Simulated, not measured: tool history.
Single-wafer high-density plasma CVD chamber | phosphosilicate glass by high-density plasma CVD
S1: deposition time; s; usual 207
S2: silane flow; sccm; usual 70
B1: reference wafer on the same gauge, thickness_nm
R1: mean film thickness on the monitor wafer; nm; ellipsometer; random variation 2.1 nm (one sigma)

| run | hour | S1 | S2 | B1 | R1 |
|---|---|---|---|---|---|
| 1 | 0 | 207 | 70 | 1569.745 | 1457.964 |
| 2 | 16.9 | 207 | 79 | 1570.517 | 1642.467 |
| 3 | 30.7 | 235 | 63 | 1569.935 | 1489.167 |
| 4 | 47.2 | 179 | 70 | 1570.016 | 1256.717 |
| 5 | 64.4 | 207 | 70 | 1570.52 | 1456.55 |
| 6 | 75 | 207 | 70 | 1569.844 | 1456.781 |
| 7 | 88.7 | 207 | 70 | 1569.223 | 1456.503 |
| 8 | 95.1 | 207 | 59 | 1570.751 | 1228.689 |
| 9 | 105.2 | 207 | 59 | 1570.182 | 1229.852 |
| 10 | 116.6 | 207 | 59 | 1569.654 | 1228.867 |
| 11 | 122.8 | 174 | 74 | 1569.887 | 1291.08 |
| 12 | 134.2 | 174 | 74 | 1568.699 | 1295.619 |
| 13 | 147.3 | 174 | 74 | 1571.025 | 1296.199 |
|  | 160.8 | gauge calibrated |
|  | 166.2 | silane flow controller replaced |
| 14 | 166.7 | 207 | 74 | 1569.618 | 1586.684 |
| 15 | 183 | 207 | 74 | 1570.149 | 1593.445 |
| 16 | 207.7 | 207 | 74 | 1569.92 | 1587.09 |
| 17 | 216.1 | 207 | 70 | 1570.119 | 1504.275 |
| 18 | 230.7 | 229 | 70 | 1569.701 | 1667.048 |
|  | 248.6 | silane flow controller replaced, repeated, since the last time left the tool worse |
| 19 | 249.1 | 207 | 81 | 1570.098 | 1622.176 |
| 20 | 259.9 | 169 | 65 | 1569.087 | 1061.937 |
| 21 | 268.6 | 207 | 70 | 1568.954 | 1395.425 |
| 22 | 303.4 | 207 | 70 | 1569.37 | 1400.013 |
| 23 | 317.1 | 188 | 78 | 1570.391 | 1414.626 |
| 24 | 333.9 | 207 | 70 | 1569.394 | 1399.955 |
| 25 | 341.3 | 230 | 70 | 1570.724 | 1549.488 |
| 26 | 352.7 | 225 | 80 | 1570.041 | 1738.597 |
| 27 | 365.3 | 207 | 70 | 1570.299 | 1400.653 |
| 28 | 372.9 | 188 | 81 | 1569.939 | 1469.314 |
| 29 | 383.9 | 207 | 70 | 1570.606 | 1397.099 |
| 30 | 395.6 | 207 | 63 | 1570.09 | 1259.665 |
| 31 | 412.9 | 207 | 70 | 1569.371 | 1398.848 |
| 32 | 420.1 | 174 | 74 | 1569.841 | 1241.303 |
| 33 | 429.7 | 169 | 70 | 1569.503 | 1143.806 |
| 34 | 440.4 | 168 | 58 | 1570.974 | 942.234 |
| 35 | 447.5 | 174 | 64 | 1569.382 | 1077.095 |
| 36 | 461.3 | 207 | 61 | 1569.624 | 1218.513 |
| 37 | 468.5 | 207 | 70 | 1569.399 | 1399.476 |

5 ways to go on from here, each from the tool as it stands after run 37. What would each give?
| A | 469 | 207 | 70 | ? | ? |
| B | 469 | 248 | 78 | ? | ? |
| C | 469 | 207 | 66 | ? | ? |
| D | 469 | 243 | 65 | ? | ? |
| E | 469 | 207 | 83 | ? | ? |

| run | B1 | R1 |
|---|---|---|
| A | 1570.669 | 1396.044 |
| B | 1570.669 | 1863.704 |
| C | 1570.669 | 1316.27 |
| D | 1570.669 | 1521.775 |
| E | 1570.669 | 1655.309 |
Without the tool's hidden state the same runs would have given:
| run | R1 |
|---|---|
| A | 1392.615 |
| B | 1859.127 |
| C | 1313.037 |
| D | 1518.037 |
| E | 1651.244 |

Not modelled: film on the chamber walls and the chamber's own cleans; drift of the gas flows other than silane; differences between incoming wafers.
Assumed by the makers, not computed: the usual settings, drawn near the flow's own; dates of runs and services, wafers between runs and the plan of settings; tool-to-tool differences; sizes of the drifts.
